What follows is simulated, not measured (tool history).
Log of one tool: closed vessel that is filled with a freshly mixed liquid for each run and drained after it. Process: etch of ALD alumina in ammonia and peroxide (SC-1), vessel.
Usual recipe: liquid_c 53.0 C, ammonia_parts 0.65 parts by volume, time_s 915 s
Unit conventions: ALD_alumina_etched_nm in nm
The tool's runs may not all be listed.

run   hour  liquid_c  ammonia_parts  time_s  read-back film thickness of the ALD alumina reference wafer, read on the same gauge (nm)  ALD_alumina_etched_nm
  1    0.0      53.0           0.65     915                                                                                     89.98                  67.45
  2   32.4      53.0           0.65     915                                                                                     90.03                  66.99
  3   48.0      53.0           0.80     915                                                                                     90.01                  68.67
  4   77.6      53.0           0.65     915                                                                                     90.00                  66.86
      82.1  -- gauge calibrated
      85.8  -- thermometer replaced
  5  104.6      53.0           0.65     915                                                                                     90.00                  66.43
  6  132.9      53.0           0.65     915                                                                                     89.98                  67.08
  7  163.6      53.0           0.65     915                                                                                     90.01                  66.83
  8  182.9      46.0           0.65     915                                                                                     90.00                  45.52
  9  200.8      46.0           0.65     915                                                                                     89.99                  45.37
 10  226.3      53.0           0.45    1405                                                                                     90.00                  98.80
 11  261.5      47.0           0.65     915                                                                                     89.97                  48.07
 12  295.2      62.5           0.75     365                                                                                     90.00                  43.97
 13  316.7      53.0           0.90     915                                                                                     90.01                  70.05
 14  342.4      46.5           0.85     455                                                                                     90.00                  23.96
 15  360.9      43.5           0.85     915                                                                                     90.01                  40.41
 16  373.9      53.0           0.85     915                                                                                     89.99                  68.74
 17  405.0      53.0           0.55    1125                                                                                     90.00                  80.75
 18  438.5      59.0           0.65     915                                                                                     90.01                  91.98
 19  473.2      53.0           0.65     915                                                                                     89.98                  67.18
     486.8  -- new drum of ammonia solution connected
     501.0  -- ammonia flow meter replaced
 20  501.4      53.0           0.65    1445                                                                                     89.98                 106.87
 21  534.5      53.0           0.65    1215                                                                                     90.01                  88.90
 22  561.6      53.0           0.65     915                                                                                     89.98                  67.38
 23  580.7      53.0           0.65    1235                                                                                     90.01                  90.16
 24  678.0      47.5           0.85     500                                                                                     90.00                  27.76
 25  703.8      53.0           0.65     915                                                                                     90.02                  67.17
 26  793.4      53.0           0.65     915                                                                                     89.99                  67.62
 27  824.7      53.0           0.75     915                                                                                     90.01                  67.32
     826.3  -- gauge calibrated
 28  846.2      45.5           0.65     915                                                                                     90.00                  44.65
 29  863.8      57.0           0.55     915                                                                                     90.00                  81.80

State the hidden condition of the tool at each of the runs:
liquid colder than its thermometer reads (K): 0 in every run
ammonia flow below the setpoint (%): 0 in every run
ammonia solution weaker than its label (%): 0 in every run
gauge reads high (%): 0 in every run

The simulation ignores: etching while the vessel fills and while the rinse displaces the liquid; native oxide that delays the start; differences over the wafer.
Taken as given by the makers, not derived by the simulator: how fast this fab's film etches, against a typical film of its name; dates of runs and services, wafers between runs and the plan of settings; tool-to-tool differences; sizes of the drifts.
